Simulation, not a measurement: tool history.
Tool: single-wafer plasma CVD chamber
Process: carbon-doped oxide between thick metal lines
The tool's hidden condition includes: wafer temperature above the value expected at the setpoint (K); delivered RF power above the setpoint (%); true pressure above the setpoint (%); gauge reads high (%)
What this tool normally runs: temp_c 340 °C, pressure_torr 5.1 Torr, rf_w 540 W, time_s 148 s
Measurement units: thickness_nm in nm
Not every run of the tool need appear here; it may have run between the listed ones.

run,hour,temp_c,pressure_torr,rf_w,time_s,wafers since the last listed run,hours since the last thermocouple change,hours since the last RF generator calibration,hours since the last manometer calibration,hours since the showerhead was replaced,hours since the gauge calibration,"read-back reference wafer on the same gauge, thickness_nm",thickness_nm
1,0,340,5.1,540,148,0,102.5,37,982.1,5269.3,177,877.873,835.572
2,81,340,5.1,540,148,904,183.5,118,1063.1,5350.3,258,877.098,842.216
3,156.4,340,5.1,540,137,842,258.9,193.4,1138.5,5425.7,333.4,879.796,772.359
4,298.2,340,5.1,540,159,1584,400.7,335.2,1280.3,5567.5,475.2,879.98,894.931
5,354.8,340,5.1,540,159,632,457.3,391.8,1336.9,5624.1,531.8,880.087,896.96
6,411.5,340,5.1,540,159,633,514,448.5,1393.6,5680.8,588.5,879.322,896.854
7,478.5,340,5.1,540,148,748,581,515.5,1460.6,5747.8,655.5,879.181,833.061
8,534.4,348,5.86,610,148,624,636.9,571.4,1516.5,5803.7,711.4,877.57,903.367
9,625.3,340,5.1,540,169,1015,727.8,662.3,1607.4,5894.6,802.3,880.908,950.678
10,700.5,340,5.1,585,148,840,803,737.5,1682.6,5969.8,877.5,878.059,880.001
11,778.8,340,6.35,540,121,874,881.3,815.8,1760.9,6048.1,955.8,877.841,702.618
12,832.6,326,5.84,630,169,601,935.1,869.6,1814.7,6101.9,1009.6,879.332,1145.28
# hour 886.1: RF generator calibrated
13,894.5,344,5.1,600,131,602,997,8.4,1876.6,6163.8,1071.5,881.151,783.584
14,955.6,347,3.85,540,148,682,1058.1,69.5,1937.7,6224.9,1132.6,877.79,768.699
15,1006.9,351,4.56,640,157,573,1109.4,120.8,1989,6276.2,1183.9,877.855,947.422
16,1050.9,333,6.19,640,148,491,1153.4,164.8,2033,6320.2,1227.9,879.545,984.353
# hour 1062.9: thermocouple changed; heater temperature recalibrated
# hour 1077.2: capacitance manometer re-zeroed and calibrated
17,1101,348,3.85,455,169,380,38.1,214.9,23.8,6370.3,1278,878.893,766.154
# hour 1112: showerhead replaced, of another model than before
18,1146.9,332,5.1,540,166,423,84,260.8,69.7,34.9,1323.9,877.737,953.344
19,1212.2,340,5.45,540,177,729,149.3,326.1,135,100.2,1389.2,878.571,991.912
20,1278.2,350,5.46,540,138,737,215.3,392.1,201,166.2,1455.2,881.214,756.278
21,1329.4,340,5.1,605,122,572,266.5,443.3,252.2,217.4,1506.4,880.004,760.42
22,1423.8,340,5.1,540,148,1054,360.9,537.7,346.6,311.8,1600.8,880.06,827.67
23,1504.4,340,5.1,540,148,900,441.5,618.3,427.2,392.4,1681.4,880.176,831.064
24,1594.3,326,4.75,540,148,1004,531.4,708.2,517.1,482.3,1771.3,879.989,869.143
25,1638.4,327,5.1,540,168,492,575.5,752.3,561.2,526.4,1815.4,878.909,986.546
26,1708.7,333,5.1,595,139,785,645.8,822.6,631.5,596.7,1885.7,879.38,864.075
# hour 1775.4: RF generator calibrated
27,1775.9,340,5.1,540,148,661,713,0.5,698.7,663.9,1952.9,879.673,833.042
28,1842.4,330,4.48,540,129,742,779.5,67,765.2,730.4,2019.4,878.367,737.813
29,1931.6,340,5.1,540,158,996,868.7,156.2,854.4,819.6,2108.6,879.659,883.833

How the hidden state differs across the entries between the runs, from the last listed run before each to the first after it:
Runs 12 to 13: RF generator calibrated (hour 886.1)
  true pressure above the setpoint (%): 6.87 -> 6.94
  the result without the hidden state subtracted from the measured one, thickness_nm: +10.691 -> +9.719 nm
Runs 16 to 17: thermocouple changed; heater temperature recalibrated (hour 1062.9); capacitance manometer re-zeroed and calibrated (hour 1077.2)
  true pressure above the setpoint (%): 7.08 -> -0.1
  the result without the hidden state subtracted from the measured one, thickness_nm: +6.453 -> -0.12 nm
Runs 17 to 18: showerhead replaced, of another model than before (hour 1112)
  true pressure above the setpoint (%): -0.1 -> 0.352
  the result without the hidden state subtracted from the measured one, thickness_nm: -0.12 -> +0.353 nm
Runs 26 to 27: RF generator calibrated (hour 1775.4)
  true pressure above the setpoint (%): 4.23 -> 4.54
  the result without the hidden state subtracted from the measured one, thickness_nm: +3.788 -> +3.913 nm

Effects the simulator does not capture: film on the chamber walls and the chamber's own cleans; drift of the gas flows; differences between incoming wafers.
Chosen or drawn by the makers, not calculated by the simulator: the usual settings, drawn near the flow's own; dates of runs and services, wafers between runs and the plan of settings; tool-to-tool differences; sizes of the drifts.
